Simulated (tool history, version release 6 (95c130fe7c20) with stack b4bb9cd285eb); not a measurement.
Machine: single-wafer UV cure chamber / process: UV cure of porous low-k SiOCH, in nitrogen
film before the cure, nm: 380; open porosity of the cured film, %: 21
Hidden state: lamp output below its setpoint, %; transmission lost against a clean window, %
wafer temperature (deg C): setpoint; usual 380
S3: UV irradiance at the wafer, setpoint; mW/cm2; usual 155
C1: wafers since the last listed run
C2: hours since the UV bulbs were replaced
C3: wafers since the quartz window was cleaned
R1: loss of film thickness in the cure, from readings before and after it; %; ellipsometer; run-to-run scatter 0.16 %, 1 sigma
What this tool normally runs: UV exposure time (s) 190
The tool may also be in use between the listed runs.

Run 1, day 0.000: usual settings; C1 0; C2 1607.4; C3 597. Result: R1 11.199 %.
Run 2, day 0.846: usual settings; C1 133; C2 1627.7; C3 731. Result: R1 11.199 %.
Run 3, day 1.708: usual settings but wafer temperature (deg C) 368; C1 136; C2 1648.4; C3 867. Result: R1 10.860 %.
Run 4, day 2.254: usual settings; C1 86; C2 1661.5; C3 953. Result: R1 11.132 %.
Run 5, day 3.383: usual settings but wafer temperature (deg C) 370; C1 178; C2 1688.6; C3 1131. Result: R1 10.930 %.
Run 6, day 4.371: usual settings but wafer temperature (deg C) 370; C1 155; C2 1712.3; C3 1287. Result: R1 10.758 %.
Run 7, day 5.554: usual settings but wafer temperature (deg C) 370; C1 186; C2 1740.7; C3 1474. Result: R1 10.627 %.
Run 8, day 6.588: usual settings; C1 163; C2 1765.5; C3 1637. Result: R1 10.917 %.
Run 9, day 7.754: usual settings; C1 184; C2 1793.5; C3 1821. Result: R1 10.765 %.
Run 10, day 8.550: usual settings but wafer temperature (deg C) 376, S3 143 mW/cm2; C1 125; C2 1812.6; C3 1947. Result: R1 10.420 %.
Run 11, day 9.892: usual settings but wafer temperature (deg C) 376, S3 143 mW/cm2; C1 211; C2 1844.8; C3 2159. Result: R1 10.371 %.
Run 12, day 11.112: usual settings; C1 192; C2 1874.1; C3 2351. Result: R1 10.689 %.
Run 13, day 11.942: usual settings; C1 130; C2 1894.0; C3 2482. Result: R1 10.614 %.
Run 14, day 13.192: usual settings; C1 197; C2 1924.0; C3 2680. Result: R1 10.500 %.
Run 15, day 14.033: usual settings; C1 132; C2 1944.2; C3 2812. Result: R1 10.467 %.
At day 14.708: UV bulbs replaced.
Run 16, day 15.512: usual settings but wafer temperature (deg C) 388, UV exposure time (s) 280, S3 138 mW/cm2; C1 180; C2 19.3; C3 2993. Result: R1 13.522 %.
Run 17, day 16.517: usual settings; C1 158; C2 43.4; C3 3152. Result: R1 12.144 %.
At day 17.367: quartz window cleaned.
Run 18, day 17.388: usual settings but wafer temperature (deg C) 385, S3 193 mW/cm2; C1 84; C2 64.3; C3 3. Result: R1 14.710 %.
Run 19, day 18.362: usual settings but UV exposure time (s) 160, S3 121 mW/cm2; C1 153; C2 87.7; C3 157. Result: R1 11.155 %.
Run 20, day 19.046: usual settings but wafer temperature (deg C) 368; C1 107; C2 104.1; C3 264. Result: R1 12.802 %.
Run 21, day 23.117: usual settings but UV exposure time (s) 145, S3 124 mW/cm2; C1 642; C2 201.8; C3 907. Result: R1 10.120 %.
Run 22, day 24.117: usual settings; C1 157; C2 225.8; C3 1065. Result: R1 12.308 %.
Run 23, day 25.579: usual settings but wafer temperature (deg C) 363, UV exposure time (s) 105, S3 135 mW/cm2; C1 230; C2 260.9; C3 1296. Result: R1 8.745 %.
Run 24, day 27.038: usual settings; C1 230; C2 295.9; C3 1526. Result: R1 12.224 %.
Run 25, day 28.000: usual settings but UV exposure time (s) 85; C1 151; C2 319.0; C3 1678. Result: R1 8.520 %.
Run 26, day 28.946: usual settings but S3 141 mW/cm2; C1 149; C2 341.7; C3 1827. Result: R1 11.718 %.
Run 27, day 29.875: usual settings but S3 190 mW/cm2; C1 146; C2 364.0; C3 1974. Result: R1 13.089 %.
Run 28, day 31.296: usual settings but UV exposure time (s) 90; C1 224; C2 398.1; C3 2198. Result: R1 8.361 %.
Run 29, day 31.833: usual settings; C1 84; C2 411.0; C3 2283. Result: R1 11.947 %.
Run 30, day 33.271: usual settings; C1 226; C2 445.5; C3 2510. Result: R1 11.734 %.
Run 31, day 34.138: usual settings but wafer temperature (deg C) 393; C1 136; C2 466.3; C3 2647. Result: R1 12.581 %.

Consider 5 possible next runs. They are alternatives, not a sequence: every one starts from the tool as it was left by run 31. What does each give?
Run A, day 34.158: usual settings; C1 3; C2 466.8; C3 2650. Result: R1 ?.
Run B, day 34.158: usual settings but wafer temperature (deg C) 392, S3 169 mW/cm2; C1 3; C2 466.8; C3 2650. Result: R1 ?.
Run C, day 34.158: usual settings but UV exposure time (s) 250, S3 125 mW/cm2; C1 3; C2 466.8; C3 2650. Result: R1 ?.
Run D, day 34.158: usual settings but wafer temperature (deg C) 390, UV exposure time (s) 85, S3 119 mW/cm2; C1 3; C2 466.8; C3 2650. Result: R1 ?.
Run E, day 34.158: usual settings but wafer temperature (deg C) 386; C1 3; C2 466.8; C3 2650. Result: R1 ?.

run      R1
  A  11.946
  B  12.602
  C  12.234
  D   7.256
  E  12.063
Without the tool's hidden state the same runs would have given:
run      R1
  A  13.314
  B  13.990
  C  13.611
  D   8.467
  E  13.435
